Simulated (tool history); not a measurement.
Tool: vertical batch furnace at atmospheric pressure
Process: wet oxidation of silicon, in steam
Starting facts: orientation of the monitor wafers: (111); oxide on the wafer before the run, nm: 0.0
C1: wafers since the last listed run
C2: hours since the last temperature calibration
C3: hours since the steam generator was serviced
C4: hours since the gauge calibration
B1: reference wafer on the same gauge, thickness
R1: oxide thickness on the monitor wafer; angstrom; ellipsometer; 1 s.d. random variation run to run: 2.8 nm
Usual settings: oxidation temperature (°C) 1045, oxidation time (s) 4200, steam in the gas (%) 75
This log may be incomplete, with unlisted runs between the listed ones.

{"run": 1, "hour": 0.0, "oxidation temperature (°C)": 1045, "oxidation time (s)": 4200, "steam in the gas (%)": 75, "C1": 0, "C2": 3781.8, "C3": 3144.5, "C4": 191.9, "B1": 496.29, "R1": 5777.1}
{"run": 2, "hour": 79.0, "oxidation temperature (°C)": 1045, "oxidation time (s)": 4200, "steam in the gas (%)": 75, "C1": 1233, "C2": 3860.8, "C3": 3223.5, "C4": 270.9, "B1": 495.88, "R1": 5824.7}
{"run": 3, "hour": 184.6, "oxidation temperature (°C)": 1045, "oxidation time (s)": 4200, "steam in the gas (%)": 79, "C1": 1648, "C2": 3966.4, "C3": 3329.1, "C4": 376.5, "B1": 496.26, "R1": 5905.2}
{"run": 4, "hour": 267.1, "oxidation temperature (°C)": 1045, "oxidation time (s)": 4200, "steam in the gas (%)": 79, "C1": 1288, "C2": 4048.9, "C3": 3411.6, "C4": 459, "B1": 495.97, "R1": 5978}
{"run": 5, "hour": 370.7, "oxidation temperature (°C)": 1045, "oxidation time (s)": 4200, "steam in the gas (%)": 75, "C1": 1617, "C2": 4152.5, "C3": 3515.2, "C4": 562.6, "B1": 495.78, "R1": 5785.6}
{"run": 6, "hour": 448.9, "oxidation temperature (°C)": 1045, "oxidation time (s)": 4200, "steam in the gas (%)": 75, "C1": 1220, "C2": 4230.7, "C3": 3593.4, "C4": 640.8, "B1": 496.44, "R1": 5837.9}
{"run": 7, "hour": 499.7, "oxidation temperature (°C)": 1045, "oxidation time (s)": 4200, "steam in the gas (%)": 75, "C1": 793, "C2": 4281.5, "C3": 3644.2, "C4": 691.6, "B1": 496.57, "R1": 5796.7}
{"hour": 596.3, "done": "thermocouples replaced and temperature profile calibrated"}
{"run": 8, "hour": 596.8, "oxidation temperature (°C)": 1045, "oxidation time (s)": 4200, "steam in the gas (%)": 75, "C1": 1141, "C2": 0.5, "C3": 3741.3, "C4": 788.7, "B1": 496.1, "R1": 5750.2}
{"run": 9, "hour": 645.3, "oxidation temperature (°C)": 1045, "oxidation time (s)": 4200, "steam in the gas (%)": 75, "C1": 757, "C2": 49, "C3": 3789.8, "C4": 837.2, "B1": 495.83, "R1": 5822.2}
{"run": 10, "hour": 692.7, "oxidation temperature (°C)": 1045, "oxidation time (s)": 5790, "steam in the gas (%)": 75, "C1": 740, "C2": 96.4, "C3": 3837.2, "C4": 884.6, "B1": 495.86, "R1": 6884.1}
{"run": 11, "hour": 774.2, "oxidation temperature (°C)": 1045, "oxidation time (s)": 5790, "steam in the gas (%)": 75, "C1": 1272, "C2": 177.9, "C3": 3918.7, "C4": 966.1, "B1": 495.84, "R1": 6917.9}
{"hour": 875.5, "done": "steam generator serviced"}
{"run": 12, "hour": 974.5, "oxidation temperature (°C)": 1045, "oxidation time (s)": 5790, "steam in the gas (%)": 75, "C1": 2752, "C2": 378.2, "C3": 99, "C4": 1166.4, "B1": 496.67, "R1": 7138.7}
{"hour": 990.8, "done": "gauge calibrated"}
{"run": 13, "hour": 1016.8, "oxidation temperature (°C)": 1045, "oxidation time (s)": 3240, "steam in the gas (%)": 75, "C1": 660, "C2": 420.5, "C3": 141.3, "C4": 26, "B1": 496.3, "R1": 5169.5}
{"run": 14, "hour": 1082.2, "oxidation temperature (°C)": 1045, "oxidation time (s)": 4200, "steam in the gas (%)": 75, "C1": 1021, "C2": 485.9, "C3": 206.7, "C4": 91.4, "B1": 496.55, "R1": 5984.7}
{"run": 15, "hour": 1156.1, "oxidation temperature (°C)": 1036, "oxidation time (s)": 2640, "steam in the gas (%)": 64, "C1": 1153, "C2": 559.8, "C3": 280.6, "C4": 165.3, "B1": 496.5, "R1": 3976}
{"run": 16, "hour": 1211.3, "oxidation temperature (°C)": 1067, "oxidation time (s)": 5820, "steam in the gas (%)": 75, "C1": 861, "C2": 615, "C3": 335.8, "C4": 220.5, "B1": 496.22, "R1": 7812.7}
{"run": 17, "hour": 1275.2, "oxidation temperature (°C)": 1045, "oxidation time (s)": 4200, "steam in the gas (%)": 86, "C1": 997, "C2": 678.9, "C3": 399.7, "C4": 284.4, "B1": 496.14, "R1": 6517.2}
{"run": 18, "hour": 1361.0, "oxidation temperature (°C)": 1045, "oxidation time (s)": 3120, "steam in the gas (%)": 83, "C1": 1339, "C2": 764.7, "C3": 485.5, "C4": 370.2, "B1": 496.96, "R1": 5322.7}
{"run": 19, "hour": 1424.1, "oxidation temperature (°C)": 1054, "oxidation time (s)": 4860, "steam in the gas (%)": 81, "C1": 985, "C2": 827.8, "C3": 548.6, "C4": 433.3, "B1": 494.79, "R1": 7018.9}
{"run": 20, "hour": 1481.6, "oxidation temperature (°C)": 1064, "oxidation time (s)": 5100, "steam in the gas (%)": 80, "C1": 897, "C2": 885.3, "C3": 606.1, "C4": 490.8, "B1": 496.55, "R1": 7470.6}
{"run": 21, "hour": 1522.7, "oxidation temperature (°C)": 1045, "oxidation time (s)": 5790, "steam in the gas (%)": 75, "C1": 641, "C2": 926.4, "C3": 647.2, "C4": 531.9, "B1": 495.89, "R1": 7195.7}
{"run": 22, "hour": 1563.9, "oxidation temperature (°C)": 1045, "oxidation time (s)": 4200, "steam in the gas (%)": 72, "C1": 643, "C2": 967.6, "C3": 688.4, "C4": 573.1, "B1": 495.24, "R1": 5881.7}
{"run": 23, "hour": 1640.3, "oxidation temperature (°C)": 1032, "oxidation time (s)": 2370, "steam in the gas (%)": 65, "C1": 1192, "C2": 1044, "C3": 764.8, "C4": 649.5, "B1": 495.61, "R1": 3657.3}
{"run": 24, "hour": 1718.3, "oxidation temperature (°C)": 1045, "oxidation time (s)": 4200, "steam in the gas (%)": 75, "C1": 1217, "C2": 1122, "C3": 842.8, "C4": 727.5, "B1": 495.72, "R1": 5957.3}
{"run": 25, "hour": 1783.2, "oxidation temperature (°C)": 1045, "oxidation time (s)": 4200, "steam in the gas (%)": 75, "C1": 1013, "C2": 1186.9, "C3": 907.7, "C4": 792.4, "B1": 496.05, "R1": 5948.5}
{"run": 26, "hour": 1838.6, "oxidation temperature (°C)": 1045, "oxidation time (s)": 4200, "steam in the gas (%)": 75, "C1": 864, "C2": 1242.3, "C3": 963.1, "C4": 847.8, "B1": 496.62, "R1": 5967.5}

Pick out some run-to-run changes in R1. Of each, how much would a tool without hidden state show as well, from the settings, what came in and chance, and how much is left for the hidden state and any gauge scatter not in both results compared?
Unlogged tool condition in this case: true tube temperature minus thermocouple reading, K; steam share off its setpoint, % of the setpoint; gauge reads high (%).
Run 9 -> 10: oxidation time (s) 4200 -> 5790. R1 +1061.9 angstrom: hidden state -52.6, all else +1114.5.
Run 11 -> 12: steam generator serviced. R1 +220.8 angstrom: hidden state +315.5, all else -94.7.
Run 15 -> 16: oxidation temperature (°C) 1036 -> 1067, oxidation time (s) 2640 -> 5820, steam in the gas (%) 64 -> 75. R1 +3836.7 angstrom: hidden state -34, all else +3870.7.
Run 23 -> 24: oxidation temperature (°C) 1032 -> 1045, oxidation time (s) 2370 -> 4200, steam in the gas (%) 65 -> 75. R1 +2300 angstrom: hidden state -35.7, all else +2335.7.
